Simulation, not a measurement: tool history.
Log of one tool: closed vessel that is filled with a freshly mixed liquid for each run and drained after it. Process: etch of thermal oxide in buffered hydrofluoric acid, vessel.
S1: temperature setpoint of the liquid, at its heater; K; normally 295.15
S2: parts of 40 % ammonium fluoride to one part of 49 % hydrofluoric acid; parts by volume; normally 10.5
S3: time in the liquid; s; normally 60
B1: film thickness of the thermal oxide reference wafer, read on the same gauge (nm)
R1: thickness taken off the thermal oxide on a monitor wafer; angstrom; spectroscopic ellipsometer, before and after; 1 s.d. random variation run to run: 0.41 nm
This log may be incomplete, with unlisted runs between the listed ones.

{"run": 1, "hour": 0.0, "S1": 295.15, "S2": 10.5, "S3": 60, "B1": 140.03, "R1": 556.3}
{"run": 2, "hour": 29.4, "S1": 295.15, "S2": 10.5, "S3": 60, "B1": 140.01, "R1": 565.5}
{"run": 3, "hour": 63.0, "S1": 295.15, "S2": 10.5, "S3": 60, "B1": 139.99, "R1": 560.0}
{"run": 4, "hour": 76.1, "S1": 295.15, "S2": 10.5, "S3": 60, "B1": 140.0, "R1": 553.3}
{"run": 5, "hour": 98.2, "S1": 295.15, "S2": 10.5, "S3": 60, "B1": 140.03, "R1": 558.5}
{"run": 6, "hour": 117.0, "S1": 295.15, "S2": 10.5, "S3": 60, "B1": 140.01, "R1": 555.9}
{"run": 7, "hour": 151.6, "S1": 295.15, "S2": 10.5, "S3": 60, "B1": 140.01, "R1": 551.8}
{"run": 8, "hour": 168.6, "S1": 295.15, "S2": 10.5, "S3": 60, "B1": 140.0, "R1": 558.2}
{"run": 9, "hour": 195.8, "S1": 295.15, "S2": 10.5, "S3": 60, "B1": 139.99, "R1": 577.3}
{"run": 10, "hour": 249.7, "S1": 295.15, "S2": 10.5, "S3": 60, "B1": 140.01, "R1": 577.4}
{"run": 11, "hour": 277.1, "S1": 292.65, "S2": 8.5, "S3": 80, "B1": 140.0, "R1": 798.1}
{"run": 12, "hour": 304.8, "S1": 293.65, "S2": 10.5, "S3": 90, "B1": 140.01, "R1": 803.3}
{"run": 13, "hour": 325.4, "S1": 295.15, "S2": 14.0, "S3": 60, "B1": 139.97, "R1": 426.8}
{"run": 14, "hour": 346.3, "S1": 295.15, "S2": 10.5, "S3": 60, "B1": 140.0, "R1": 575.3}
{"run": 15, "hour": 374.6, "S1": 297.65, "S2": 7.0, "S3": 45, "B1": 139.98, "R1": 722.0}
{"run": 16, "hour": 408.1, "S1": 298.15, "S2": 7.5, "S3": 60, "B1": 139.99, "R1": 910.0}
{"run": 17, "hour": 440.5, "S1": 292.65, "S2": 14.5, "S3": 70, "B1": 140.01, "R1": 425.6}
{"run": 18, "hour": 462.5, "S1": 291.65, "S2": 10.5, "S3": 80, "B1": 140.03, "R1": 631.4}
{"run": 19, "hour": 490.3, "S1": 295.15, "S2": 10.5, "S3": 60, "B1": 139.98, "R1": 573.2}
{"run": 20, "hour": 513.7, "S1": 295.15, "S2": 13.5, "S3": 75, "B1": 140.01, "R1": 559.8}
{"run": 21, "hour": 533.4, "S1": 295.15, "S2": 10.5, "S3": 60, "B1": 140.0, "R1": 568.4}
{"run": 22, "hour": 547.9, "S1": 295.15, "S2": 8.0, "S3": 60, "B1": 140.01, "R1": 731.6}
{"run": 23, "hour": 578.6, "S1": 296.65, "S2": 9.0, "S3": 50, "B1": 139.99, "R1": 581.2}
{"run": 24, "hour": 601.8, "S1": 293.65, "S2": 13.0, "S3": 60, "B1": 140.0, "R1": 424.5}
{"run": 25, "hour": 617.0, "S1": 295.15, "S2": 10.5, "S3": 60, "B1": 139.99, "R1": 564.8}
{"run": 26, "hour": 635.6, "S1": 295.15, "S2": 13.5, "S3": 85, "B1": 140.02, "R1": 628.7}
{"run": 27, "hour": 671.5, "S1": 295.15, "S2": 7.0, "S3": 60, "B1": 140.01, "R1": 825.5}
{"run": 28, "hour": 690.8, "S1": 290.65, "S2": 10.5, "S3": 60, "B1": 139.99, "R1": 440.1}
{"run": 29, "hour": 709.5, "S1": 299.65, "S2": 10.5, "S3": 50, "B1": 140.02, "R1": 594.3}
{"run": 30, "hour": 728.2, "S1": 295.15, "S2": 10.5, "S3": 60, "B1": 140.02, "R1": 571.4}
{"run": 31, "hour": 752.2, "S1": 295.15, "S2": 10.5, "S3": 90, "B1": 139.97, "R1": 848.5}
{"run": 32, "hour": 785.8, "S1": 296.65, "S2": 10.5, "S3": 50, "B1": 140.0, "R1": 513.7}

Not shown: 3 entries that the log had between the listed runs. Between which runs, and how does the tool's hidden state differ before and after?
From run 8 to run 9: thermometer replaced (hour 187.4)
  liquid colder than its thermometer reads (K): 0.903 -> 0.163
  measured minus no-state result, R1: -28.5 -> -5.1 angstrom
From run 9 to run 10: hydrofluoric acid flow meter replaced (hour 217.6)
  liquid colder than its thermometer reads (K): 0.163 -> 0.203
  measured minus no-state result, R1: -5.1 -> -6.5 angstrom
From run 12 to run 13: gauge calibrated (hour 307.7)
  liquid colder than its thermometer reads (K): 0.244 -> 0.259
  measured minus no-state result, R1: -10.8 -> -6.2 angstrom
